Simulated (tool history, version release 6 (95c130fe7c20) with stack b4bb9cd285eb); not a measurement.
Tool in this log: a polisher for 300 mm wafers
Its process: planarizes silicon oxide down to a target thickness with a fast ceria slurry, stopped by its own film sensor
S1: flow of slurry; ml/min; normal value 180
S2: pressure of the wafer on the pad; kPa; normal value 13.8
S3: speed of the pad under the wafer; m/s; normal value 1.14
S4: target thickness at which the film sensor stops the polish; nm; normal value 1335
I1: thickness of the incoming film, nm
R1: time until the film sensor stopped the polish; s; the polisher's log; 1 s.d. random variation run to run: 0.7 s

| run | hour | S1 | S2 | S3 | S4 | I1 | R1 |
|---|---|---|---|---|---|---|---|
| 1 | 0.0 | 180 | 13.8 | 1.14 | 1335 | 2258.8 | 63.2 |
| 2 | 16.4 | 180 | 13.8 | 1.14 | 1335 | 2287.9 | 65.0 |
| 3 | 38.8 | 180 | 15.2 | 1.14 | 1335 | 2256.7 | 59.3 |
|  | 52.6 | worn pad replaced by a new one |
| 4 | 55.8 | 180 | 15.2 | 1.14 | 1335 | 2244.2 | 54.9 |
| 5 | 66.6 | 180 | 15.2 | 1.14 | 1335 | 2259.6 | 56.0 |
| 6 | 81.5 | 180 | 13.8 | 1.14 | 1528 | 2259.2 | 50.0 |
| 7 | 98.7 | 180 | 13.8 | 1.14 | 1528 | 2260.7 | 50.0 |
| 8 | 114.6 | 180 | 13.8 | 1.14 | 1528 | 2255.7 | 51.7 |
| 9 | 127.3 | 155 | 13.8 | 1.14 | 1335 | 2254.7 | 65.5 |
|  | 129.4 | head pressure recalibrated |
| 10 | 137.9 | 155 | 13.8 | 1.14 | 1335 | 2252.4 | 65.1 |
| 11 | 152.5 | 155 | 13.8 | 1.14 | 1335 | 2269.2 | 66.6 |
|  | 160.2 | worn pad replaced by a new one |
| 12 | 170.5 | 180 | 13.8 | 1.14 | 1335 | 2223.0 | 59.8 |
| 13 | 187.1 | 180 | 13.8 | 1.14 | 1335 | 2231.3 | 61.7 |
| 14 | 193.8 | 180 | 13.8 | 1.14 | 1335 | 2241.1 | 62.2 |
| 15 | 208.6 | 180 | 13.8 | 1.14 | 1335 | 2238.1 | 61.0 |
| 16 | 222.5 | 180 | 13.8 | 1.14 | 1335 | 2213.5 | 61.9 |
| 17 | 235.7 | 120 | 11.0 | 0.84 | 1335 | 2257.8 | 104.3 |
| 18 | 260.5 | 220 | 13.8 | 0.96 | 1335 | 2241.8 | 72.2 |
| 19 | 272.9 | 240 | 16.5 | 1.14 | 1335 | 2241.8 | 53.8 |
|  | 291.1 | worn pad replaced by a new one |
|  | 298.0 | slurry nozzle cleaned |
| 20 | 305.7 | 235 | 17.9 | 1.14 | 1335 | 2226.9 | 44.0 |
| 21 | 318.9 | 180 | 10.3 | 1.14 | 1335 | 2251.1 | 74.4 |
| 22 | 332.1 | 135 | 13.8 | 1.14 | 1026 | 2235.3 | 81.6 |
| 23 | 348.9 | 180 | 13.8 | 1.14 | 1528 | 2267.8 | 49.2 |
| 24 | 357.5 | 180 | 13.8 | 1.14 | 1335 | 2254.8 | 61.4 |
| 25 | 370.8 | 180 | 13.8 | 1.14 | 1335 | 2287.2 | 63.9 |
| 26 | 379.0 | 180 | 11.7 | 1.14 | 1335 | 2308.9 | 76.2 |
| 27 | 395.0 | 180 | 13.8 | 1.14 | 1335 | 2242.4 | 62.0 |
| 28 | 404.3 | 180 | 13.8 | 1.50 | 1335 | 2231.2 | 49.8 |
| 29 | 410.4 | 180 | 13.8 | 0.80 | 1335 | 2288.1 | 82.7 |
| 30 | 420.8 | 180 | 13.8 | 1.14 | 1335 | 2261.7 | 62.1 |
|  | 425.6 | worn pad replaced by a new one |
| 31 | 432.7 | 200 | 11.7 | 1.14 | 1335 | 2271.9 | 68.2 |
| 32 | 446.5 | 210 | 11.0 | 1.26 | 1335 | 2271.3 | 66.1 |
| 33 | 460.2 | 140 | 15.9 | 1.14 | 1100 | 2286.6 | 70.8 |
| 34 | 478.0 | 235 | 17.2 | 0.98 | 1639 | 2252.0 | 36.3 |
| 35 | 493.4 | 180 | 15.9 | 1.14 | 1335 | 2268.5 | 56.2 |
| 36 | 504.3 | 180 | 13.8 | 0.78 | 1335 | 2312.1 | 87.2 |
| 37 | 513.9 | 135 | 15.2 | 1.50 | 1335 | 2216.1 | 47.6 |
| 38 | 524.8 | 180 | 13.8 | 1.14 | 1175 | 2251.3 | 73.6 |

Hidden state, per run?
deviation of the head's pressure from its setpoint, %: 0 on each run
H1: removal rate lost through wear of the pad, %
H2: slurry flow missing at the pad, %
| run | H1 | H2 |
|---|---|---|
| 1 | 5.78 | 24.3 |
| 2 | 6.33 | 25.5 |
| 3 | 6.8 | 27.2 |
| 4 | 0.876 | 28.5 |
| 5 | 2.39 | 29.3 |
| 6 | 3.92 | 30.4 |
| 7 | 5.11 | 31.7 |
| 8 | 5.83 | 32.9 |
| 9 | 6.24 | 33.8 |
| 10 | 6.5 | 34.6 |
| 11 | 6.75 | 35.7 |
| 12 | 2 | 37.1 |
| 13 | 3.83 | 38.3 |
| 14 | 4.38 | 38.8 |
| 15 | 5.32 | 40 |
| 16 | 5.93 | 41 |
| 17 | 6.35 | 42 |
| 18 | 6.85 | 43.9 |
| 19 | 7 | 44.8 |
| 20 | 2.58 | 4.11 |
| 21 | 3.94 | 5.1 |
| 22 | 4.92 | 6.1 |
| 23 | 5.79 | 7.36 |
| 24 | 6.11 | 8.01 |
| 25 | 6.49 | 9.01 |
| 26 | 6.66 | 9.63 |
| 27 | 6.92 | 10.8 |
| 28 | 7.03 | 11.5 |
| 29 | 7.09 | 12 |
| 30 | 7.18 | 12.8 |
| 31 | 1.84 | 13.7 |
| 32 | 3.54 | 14.7 |
| 33 | 4.74 | 15.7 |
| 34 | 5.8 | 17.1 |
| 35 | 6.41 | 18.2 |
| 36 | 6.72 | 19.1 |
| 37 | 6.93 | 19.8 |
| 38 | 7.12 | 20.6 |
